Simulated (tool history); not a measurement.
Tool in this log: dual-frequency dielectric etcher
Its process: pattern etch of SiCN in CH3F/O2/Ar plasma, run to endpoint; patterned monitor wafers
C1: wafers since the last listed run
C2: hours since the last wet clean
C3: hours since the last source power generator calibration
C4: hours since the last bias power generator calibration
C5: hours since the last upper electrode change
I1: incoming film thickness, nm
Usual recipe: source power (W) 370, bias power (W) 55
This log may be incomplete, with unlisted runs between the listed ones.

Run 1, hour 0.0: usual settings; C1 0; C2 0.5; C3 658.4; C4 1448.0; C5 1127.1; I1 8.56. Result: endpoint time (s) 26.8.
Run 2, hour 93.6: usual settings; C1 1829; C2 94.1; C3 752.0; C4 1541.6; C5 1220.7; I1 8.55. Result: endpoint time (s) 26.8.
Run 3, hour 136.6: usual settings; C1 840; C2 137.1; C3 795.0; C4 1584.6; C5 1263.7; I1 8.53. Result: endpoint time (s) 26.7.
Run 4, hour 231.6: usual settings; C1 1856; C2 232.1; C3 890.0; C4 1679.6; C5 1358.7; I1 8.45. Result: endpoint time (s) 26.9.
Run 5, hour 313.1: usual settings but source power (W) 420; C1 1592; C2 313.6; C3 971.5; C4 1761.1; C5 1440.2; I1 8.54. Result: endpoint time (s) 25.2.
At hour 332.8: bias power generator calibrated.
Run 6, hour 372.7: usual settings but source power (W) 420; C1 1086; C2 373.2; C3 1031.1; C4 39.9; C5 1499.8; I1 8.49. Result: endpoint time (s) 25.0.
At hour 403.6: wet clean of the chamber, repeated, since the last time left the tool worse.
Run 7, hour 431.2: usual settings but source power (W) 390, bias power (W) 62; C1 674; C2 27.6; C3 1089.6; C4 98.4; C5 1558.3; I1 8.49. Result: endpoint time (s) 25.7.
Run 8, hour 498.2: usual settings but source power (W) 390, bias power (W) 62; C1 1309; C2 94.6; C3 1156.6; C4 165.4; C5 1625.3; I1 8.57. Result: endpoint time (s) 26.0.
Run 9, hour 579.3: usual settings but source power (W) 390, bias power (W) 62; C1 1585; C2 175.7; C3 1237.7; C4 246.5; C5 1706.4; I1 8.53. Result: endpoint time (s) 26.3.
Run 10, hour 624.2: usual settings; C1 877; C2 220.6; C3 1282.6; C4 291.4; C5 1751.3; I1 8.49. Result: endpoint time (s) 28.2.
Run 11, hour 707.8: usual settings; C1 1633; C2 304.2; C3 1366.2; C4 375.0; C5 1834.9; I1 8.53. Result: endpoint time (s) 28.4.
Run 12, hour 778.8: usual settings; C1 1387; C2 375.2; C3 1437.2; C4 446.0; C5 1905.9; I1 8.46. Result: endpoint time (s) 28.4.
Run 13, hour 823.1: usual settings; C1 865; C2 419.5; C3 1481.5; C4 490.3; C5 1950.2; I1 8.49. Result: endpoint time (s) 28.6.
Run 14, hour 881.3: usual settings but source power (W) 330, bias power (W) 62; C1 1137; C2 477.7; C3 1539.7; C4 548.5; C5 2008.4; I1 8.51. Result: endpoint time (s) 29.2.
Run 15, hour 961.9: usual settings but source power (W) 340, bias power (W) 45; C1 1575; C2 558.3; C3 1620.3; C4 629.1; C5 2089.0; I1 8.45. Result: endpoint time (s) 32.7.
Run 16, hour 1004.5: usual settings but source power (W) 340, bias power (W) 68; C1 832; C2 600.9; C3 1662.9; C4 671.7; C5 2131.6; I1 8.54. Result: endpoint time (s) 27.9.
Run 17, hour 1056.7: usual settings; C1 1020; C2 653.1; C3 1715.1; C4 723.9; C5 2183.8; I1 8.51. Result: endpoint time (s) 28.8.
At hour 1083.0: wet clean of the chamber.
Run 18, hour 1113.5: usual settings; C1 641; C2 30.5; C3 1771.9; C4 780.7; C5 2240.6; I1 8.58. Result: endpoint time (s) 28.4.
Run 19, hour 1218.9: usual settings; C1 2059; C2 135.9; C3 1877.3; C4 886.1; C5 2346.0; I1 8.55. Result: endpoint time (s) 28.2.
Run 20, hour 1278.6: usual settings but bias power (W) 41; C1 1166; C2 195.6; C3 1937.0; C4 945.8; C5 2405.7; I1 8.55. Result: endpoint time (s) 31.9.
Run 21, hour 1334.9: usual settings but bias power (W) 62; C1 1100; C2 251.9; C3 1993.3; C4 1002.1; C5 2462.0; I1 8.49. Result: endpoint time (s) 26.7.
Run 22, hour 1386.1: usual settings but source power (W) 420, bias power (W) 45; C1 1000; C2 303.1; C3 2044.5; C4 1053.3; C5 2513.2; I1 8.51. Result: endpoint time (s) 28.4.
Run 23, hour 1467.6: usual settings but source power (W) 460, bias power (W) 67; C1 1592; C2 384.6; C3 2126.0; C4 1134.8; C5 2594.7; I1 8.49. Result: endpoint time (s) 23.0.
Run 24, hour 1556.6: usual settings but source power (W) 450, bias power (W) 68; C1 1739; C2 473.6; C3 2215.0; C4 1223.8; C5 2683.7; I1 8.55. Result: endpoint time (s) 23.3.
At hour 1579.3: source power generator calibrated.
Run 25, hour 1600.5: usual settings but source power (W) 320, bias power (W) 51; C1 779; C2 517.5; C3 21.2; C4 1267.7; C5 2727.6; I1 8.46. Result: endpoint time (s) 32.1.
At hour 1682.8: upper electrode replaced.
At hour 1692.0: wet clean of the chamber.
Run 26, hour 1796.9: usual settings but source power (W) 300, bias power (W) 68; C1 3190; C2 104.9; C3 217.6; C4 1464.1; C5 114.1; I1 8.52. Result: endpoint time (s) 29.6.
Run 27, hour 1901.6: usual settings but bias power (W) 44; C1 2046; C2 209.6; C3 322.3; C4 1568.8; C5 218.8; I1 8.47. Result: endpoint time (s) 31.0.
Run 28, hour 1999.6: usual settings but source power (W) 320, bias power (W) 50; C1 1915; C2 307.6; C3 420.3; C4 1666.8; C5 316.8; I1 8.56. Result: endpoint time (s) 32.5.
Run 29, hour 2061.4: usual settings but source power (W) 450, bias power (W) 66; C1 1207; C2 369.4; C3 482.1; C4 1728.6; C5 378.6; I1 8.48. Result: endpoint time (s) 23.7.
Run 30, hour 2142.3: usual settings; C1 1581; C2 450.3; C3 563.0; C4 1809.5; C5 459.5; I1 8.41. Result: endpoint time (s) 28.3.
Run 31, hour 2215.8: usual settings but bias power (W) 43; C1 1436; C2 523.8; C3 636.5; C4 1883.0; C5 533.0; I1 8.50. Result: endpoint time (s) 31.8.
At hour 2305.1: bias power generator calibrated.
At hour 2328.3: wet clean of the chamber.
Run 32, hour 2328.8: usual settings but source power (W) 440, bias power (W) 46; C1 1677; C2 0.5; C3 749.5; C4 23.7; C5 646.0; I1 8.50. Result: endpoint time (s) 27.2.
Run 33, hour 2391.8: usual settings; C1 1231; C2 63.5; C3 812.5; C4 86.7; C5 709.0; I1 8.44. Result: endpoint time (s) 27.9.
Run 34, hour 2498.1: usual settings but source power (W) 300, bias power (W) 48; C1 2077; C2 169.8; C3 918.8; C4 193.0; C5 815.3; I1 8.42. Result: endpoint time (s) 34.1.
Run 35, hour 2594.8: usual settings but source power (W) 340, bias power (W) 48; C1 1889; C2 266.5; C3 1015.5; C4 289.7; C5 912.0; I1 8.51. Result: endpoint time (s) 31.8.

How would selected steps in endpoint time (s) from run to run divide? Give the signed amount a tool lacking its hidden state would still show from settings, what came in and random variation, and the signed amount left for the hidden state, including any gauge scatter that is not in both of the compared results.
Hidden state present: etch rate over this chamber's usual, %; source power that arrives over what is set, %; bias power that arrives over what is set, %.
Run 6 -> 7: source power (W) 420 -> 390, bias power (W) 55 -> 62, wet clean of the chamber, repeated, since the last time left the tool worse. endpoint time (s) +0.7: hidden state +0.9, all else -0.2.
Run 17 -> 18: wet clean of the chamber. endpoint time (s) -0.4: hidden state -0.9, all else +0.5.
Run 24 -> 25: source power (W) 450 -> 320, bias power (W) 68 -> 51, source power generator calibrated. endpoint time (s) +8.8: hidden state +0.2, all else +8.6.
Run 28 -> 29: source power (W) 320 -> 450, bias power (W) 50 -> 66. endpoint time (s) -8.8: hidden state -0.1, all else -8.7.
Run 31 -> 32: source power (W) 370 -> 440, bias power (W) 43 -> 46, bias power generator calibrated, wet clean of the chamber. endpoint time (s) -4.6: hidden state -0.7, all else -3.9.
Run 33 -> 34: source power (W) 370 -> 300, bias power (W) 55 -> 48. endpoint time (s) +6.2: hidden state +0.2, all else +6.0.
